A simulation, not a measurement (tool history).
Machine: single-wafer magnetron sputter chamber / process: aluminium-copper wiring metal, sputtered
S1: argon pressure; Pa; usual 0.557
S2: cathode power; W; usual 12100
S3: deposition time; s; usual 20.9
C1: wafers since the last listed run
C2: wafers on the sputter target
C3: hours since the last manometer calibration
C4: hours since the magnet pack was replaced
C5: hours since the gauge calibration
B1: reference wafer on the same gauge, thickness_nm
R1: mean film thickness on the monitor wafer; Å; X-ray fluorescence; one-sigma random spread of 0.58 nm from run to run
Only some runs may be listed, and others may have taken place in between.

run   hour     S1     S2    S3   C1    C2      C3      C4     C5       B1       R1
  1    0.0  0.557  12100  18.2    0  2542  2281.7  9502.1  147.8  358.030  3333.38
  2   14.1  0.557  12100  18.2  466  3008  2295.8  9516.2  161.9  358.192  3335.62
  3   23.3  0.557  12100  18.2  304  3312  2305.0  9525.4  171.1  357.856  3327.24
  4   38.9  0.557  12100  20.9  516  3828  2320.6  9541.0  186.7  357.988  3818.93
  5   52.8  0.557  12100  20.9  459  4288  2334.5  9554.9  200.6  358.069  3819.71
  6   63.8  0.557  12100  20.9  363  4652  2345.5  9565.9  211.6  358.028  3831.67
  7   79.6  0.557  12100  22.4  522  5175  2361.3  9581.7  227.4  357.976  4088.25
     101.2  -- sputter target and shields replaced
  8  115.4  0.557  12100  22.9  919   469  2397.1  9617.5  263.2  358.009  4239.85
  9  122.4  0.557  12100  20.9  231   700  2404.1  9624.5  270.2  357.986  3861.87
 10  136.6  0.557  12100  20.9  469  1170  2418.3  9638.7  284.4  358.039  3857.34
     161.2  -- magnet pack replaced
 11  161.7  0.557  12100  20.9  565  1735  2443.4     0.5  309.5  357.996  3843.25
 12  162.0  0.408  10700  17.8    9  1745  2443.7     0.8  309.8  357.894  3032.26
     169.1  -- gauge calibrated
     174.2  -- capacitance manometer re-zeroed and calibrated
 13  174.7  0.557  11050  23.3  155  1901     0.5    13.5    5.6  358.004  3892.32
 14  187.3  0.557   9950  24.2  416  2318    13.1    26.1   18.2  357.833  3645.41
 15  199.2  0.397  12100  23.5  393  2711    25.0    38.0   30.1  357.916  4519.19
 16  213.5  0.557  12100  20.9  473  3184    39.3    52.3   44.4  357.934  3817.51
 17  222.3  0.557  12100  20.9  291  3475    48.1    61.1   53.2  357.970  3820.21
 18  238.3  0.557  12100  20.9  529  4005    64.1    77.1   69.2  357.895  3830.19
 19  250.5  0.614  12100  20.9  403  4408    76.3    89.3   81.4  357.898  3743.00
     262.3  -- sputter target and shields replaced
 20  262.8  0.557  12100  20.9  142    14    88.6   101.6   93.7  358.039  3890.03
 21  276.7  0.414   9300  22.2  459   474   102.5   115.5  107.6  357.989  3317.08
 22  286.4  0.730  13750  20.9  320   795   112.2   125.2  117.3  357.893  4163.82
 23  303.8  0.557  14850  18.9  575  1371   129.6   142.6  134.7  357.958  4282.08

Entry by entry between the runs, the difference in hidden state between the last listed run before and the first listed run after:
Logged between run 7 and run 8: sputter target and shields replaced (hour 101.2)
  deposition rate above that of a new target (%): -2.04 -> -0.63
  measured minus no-state result, R1: -85.05 -> -26.88 Å
Logged between run 10 and run 11: magnet pack replaced (hour 161.2)
  deposition rate above that of a new target (%): -1.14 -> -1.54
  measured minus no-state result, R1: -44.56 -> -60.16 Å
Logged between run 12 and run 13: gauge calibrated (hour 169.1); capacitance manometer re-zeroed and calibrated (hour 174.2)
  deposition rate above that of a new target (%): -1.54 -> -1.69
  measured minus no-state result, R1: -47.58 -> -66.76 Å
Logged between run 19 and run 20: sputter target and shields replaced (hour 262.3)
  deposition rate above that of a new target (%): -2.09 -> -0.118
  measured minus no-state result, R1: -80.04 -> -4.58 Å
